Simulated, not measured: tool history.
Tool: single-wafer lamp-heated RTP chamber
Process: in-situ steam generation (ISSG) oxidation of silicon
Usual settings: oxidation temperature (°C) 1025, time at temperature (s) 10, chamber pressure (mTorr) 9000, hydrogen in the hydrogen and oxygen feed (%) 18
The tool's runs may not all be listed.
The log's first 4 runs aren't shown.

| run | hour | oxidation temperature (°C) | time at temperature (s) | chamber pressure (mTorr) | hydrogen in the hydrogen and oxygen feed (%) | wafers since the last listed run | wafers since the last pyrometer calibration | hours since the pressure gauge was zeroed | hours since the hydrogen flow controller was replaced | hours since the gauge calibration | read-back reference wafer on the same gauge, thickness | oxide thickness on the monitor wafer (Å) |
|---|---|---|---|---|---|---|---|---|---|---|---|---|
| 5 | 225.1 | 1025 | 10 | 10100 | 26 | 605 | 3157 | 3543.9 | 1868.2 | 1689.1 | 3.608 | 43.09 |
|  | 270.6 | pyrometer window cleaned and pyrometer calibrated |
| 6 | 274.8 | 1025 | 10 | 9000 | 18 | 390 | 39 | 3593.6 | 1917.9 | 1738.8 | 3.610 | 39.35 |
| 7 | 308.8 | 1025 | 10 | 9000 | 18 | 318 | 358 | 3627.6 | 1951.9 | 1772.8 | 3.612 | 39.34 |
| 8 | 371.0 | 1025 | 10 | 9000 | 22 | 583 | 941 | 3689.8 | 2014.1 | 1835.0 | 3.613 | 41.39 |
| 9 | 419.8 | 1025 | 10 | 9000 | 22 | 457 | 1398 | 3738.6 | 2062.9 | 1883.8 | 3.609 | 41.54 |
| 10 | 451.0 | 1025 | 10 | 9000 | 15 | 292 | 1691 | 3769.8 | 2094.1 | 1915.0 | 3.610 | 37.93 |
|  | 528.2 | hydrogen flow controller replaced |
| 11 | 528.7 | 1025 | 10 | 9000 | 15 | 653 | 2344 | 3847.5 | 0.5 | 1992.7 | 3.610 | 38.11 |
| 12 | 579.1 | 1025 | 10 | 9000 | 18 | 472 | 2817 | 3897.9 | 50.9 | 2043.1 | 3.611 | 39.81 |
| 13 | 646.8 | 1005 | 10 | 8200 | 27 | 634 | 3451 | 3965.6 | 118.6 | 2110.8 | 3.610 | 41.58 |
| 14 | 702.3 | 1025 | 10 | 9000 | 18 | 520 | 3972 | 4021.1 | 174.1 | 2166.3 | 3.615 | 40.15 |
|  | 743.6 | pyrometer window cleaned and pyrometer calibrated |
|  | 747.7 | gauge calibrated |
| 15 | 752.6 | 1025 | 10 | 9000 | 18 | 396 | 84 | 4071.4 | 224.4 | 4.9 | 3.612 | 39.32 |
| 16 | 814.3 | 1011 | 12 | 7900 | 18 | 578 | 662 | 4133.1 | 286.1 | 66.6 | 3.613 | 40.88 |
| 17 | 852.0 | 1025 | 10 | 9000 | 18 | 353 | 1015 | 4170.8 | 323.8 | 104.3 | 3.611 | 39.52 |
| 18 | 913.0 | 1014 | 11 | 9800 | 25 | 571 | 1587 | 4231.8 | 384.8 | 165.3 | 3.608 | 42.38 |
| 19 | 962.1 | 1010 | 10 | 8400 | 18 | 460 | 2048 | 4280.9 | 433.9 | 214.4 | 3.608 | 37.74 |
| 20 | 1026.5 | 1019 | 6 | 8300 | 11 | 603 | 2651 | 4345.3 | 498.3 | 278.8 | 3.607 | 27.64 |
| 21 | 1084.5 | 1025 | 10 | 9000 | 18 | 543 | 3195 | 4403.3 | 556.3 | 336.8 | 3.606 | 40.06 |
|  | 1147.2 | pyrometer window cleaned and pyrometer calibrated |
|  | 1219.7 | pressure gauge zeroed |
| 22 | 1240.2 | 1025 | 10 | 9000 | 18 | 1309 | 796 | 20.5 | 712.0 | 492.5 | 3.608 | 39.36 |
| 23 | 1310.2 | 1025 | 10 | 9000 | 18 | 656 | 1453 | 90.5 | 782.0 | 562.5 | 3.613 | 39.64 |

Run 24 comes next. What will it give?
| 24 | 1360.1 | 1040 | 10 | 9000 | 24 | 467 | 1920 | 140.4 | 831.9 | 612.4 | ? | ? |

{"run 24": {"read-back reference wafer on the same gauge, thickness": 3.609, "oxide thickness on the monitor wafer (Å)": 45.51}}
Without the tool's hidden state the same run would have given oxide thickness on the monitor wafer (Å) 44.76.
